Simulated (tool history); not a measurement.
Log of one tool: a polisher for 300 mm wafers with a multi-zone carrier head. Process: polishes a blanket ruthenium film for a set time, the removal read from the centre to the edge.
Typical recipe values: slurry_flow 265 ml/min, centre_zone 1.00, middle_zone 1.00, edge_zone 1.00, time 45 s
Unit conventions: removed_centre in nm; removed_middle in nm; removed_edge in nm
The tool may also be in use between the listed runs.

| run | hour | slurry_flow | centre_zone | middle_zone | edge_zone | time | incoming thickness of the incoming film, nm | removed_centre | removed_middle | removed_edge |
|---|---|---|---|---|---|---|---|---|---|---|
| 1 | 0.0 | 265 | 1.00 | 1.00 | 1.00 | 45 | 537.6 | 60.3 | 58.6 | 60.6 |
| 2 | 94.9 | 265 | 1.00 | 1.00 | 1.00 | 45 | 542.1 | 60.4 | 57.3 | 59.9 |
| 3 | 155.1 | 265 | 1.00 | 1.00 | 1.00 | 45 | 533.2 | 60.3 | 58.0 | 60.2 |
|  | 166.7 | carrier head's membrane replaced by a new one |
| 4 | 254.8 | 265 | 1.00 | 1.00 | 1.00 | 45 | 542.0 | 59.5 | 58.2 | 60.5 |
|  | 301.6 | worn pad replaced by a new one |
| 5 | 337.6 | 195 | 1.00 | 1.06 | 1.00 | 40 | 534.5 | 54.0 | 55.0 | 54.4 |
|  | 353.5 | centre zone pressure recalibrated |
| 6 | 432.2 | 265 | 1.00 | 1.00 | 1.00 | 45 | 539.5 | 63.3 | 59.8 | 61.9 |
| 7 | 495.6 | 265 | 0.91 | 1.00 | 1.00 | 45 | 541.2 | 56.8 | 59.4 | 61.3 |
| 8 | 538.2 | 265 | 1.00 | 0.96 | 1.00 | 45 | 536.4 | 60.3 | 57.3 | 60.4 |
|  | 580.2 | slurry nozzle cleaned |
| 9 | 641.5 | 265 | 1.00 | 1.00 | 1.06 | 45 | 549.2 | 62.2 | 58.5 | 62.4 |
| 10 | 715.0 | 265 | 1.00 | 1.11 | 1.00 | 45 | 538.1 | 59.8 | 64.3 | 60.5 |
| 11 | 781.4 | 265 | 1.00 | 1.00 | 1.00 | 45 | 531.6 | 59.9 | 59.1 | 59.6 |
| 12 | 878.3 | 265 | 1.00 | 0.97 | 1.00 | 45 | 547.8 | 59.5 | 55.4 | 60.0 |
| 13 | 957.5 | 295 | 1.00 | 1.00 | 1.00 | 45 | 537.4 | 60.2 | 59.0 | 60.0 |
|  | 1001.4 | worn pad replaced by a new one |
| 14 | 1001.9 | 265 | 1.00 | 0.91 | 1.12 | 34 | 537.9 | 48.2 | 42.3 | 50.8 |
|  | 1046.9 | centre zone pressure recalibrated |
|  | 1225.0 | edge zone pressure recalibrated |
|  | 1250.4 | slurry nozzle cleaned |
| 15 | 1253.1 | 265 | 1.00 | 0.90 | 1.00 | 45 | 547.8 | 61.2 | 54.0 | 60.0 |
|  | 1341.1 | carrier head's membrane replaced by a new one |
| 16 | 1344.1 | 265 | 1.00 | 1.00 | 1.10 | 51 | 533.2 | 68.9 | 65.8 | 70.3 |
| 17 | 1415.6 | 305 | 0.94 | 1.00 | 1.00 | 45 | 538.2 | 56.9 | 57.5 | 60.5 |
| 18 | 1459.8 | 320 | 1.00 | 0.92 | 1.00 | 45 | 533.4 | 60.4 | 54.6 | 60.4 |
| 19 | 1549.3 | 265 | 1.04 | 1.00 | 1.00 | 45 | 536.4 | 61.2 | 57.5 | 59.0 |
|  | 1582.9 | worn pad replaced by a new one |
|  | 1592.4 | centre zone pressure recalibrated |
| 20 | 1685.9 | 265 | 1.00 | 0.95 | 1.03 | 45 | 538.3 | 62.4 | 57.8 | 63.4 |
| 21 | 1774.5 | 265 | 1.00 | 1.00 | 1.12 | 45 | 545.8 | 62.3 | 59.9 | 65.1 |
|  | 1848.9 | slurry nozzle cleaned |
| 22 | 1871.3 | 265 | 1.00 | 1.09 | 1.00 | 45 | 546.7 | 60.2 | 64.5 | 61.0 |
| 23 | 1939.6 | 265 | 1.00 | 0.97 | 0.93 | 45 | 541.9 | 61.4 | 56.7 | 58.5 |

Consider 3 possible next runs. They are alternatives, not a sequence: every one starts from the tool as it was left by run 23. What does each give?
| A | 1940.0 | 265 | 1.11 | 1.00 | 1.00 | 45 | 532.4 | ? | ? | ? |
| B | 1940.0 | 310 | 1.00 | 0.92 | 1.00 | 45 | 532.4 | ? | ? | ? |
| C | 1940.0 | 310 | 1.07 | 1.07 | 0.91 | 45 | 532.4 | ? | ? | ? |

| run | removed_centre | removed_middle | removed_edge |
|---|---|---|---|
| A | 66.8 | 58.9 | 60.9 |
| B | 61.7 | 55.9 | 61.7 |
| C | 65.7 | 63.5 | 58.9 |
Take away the tool's hidden state, keep each run's random variation, and the runs would have read:
| run | removed_centre | removed_middle | removed_edge |
|---|---|---|---|
| A | 70.8 | 62.5 | 64.5 |
| B | 65.4 | 59.3 | 65.4 |
| C | 69.7 | 67.3 | 62.5 |
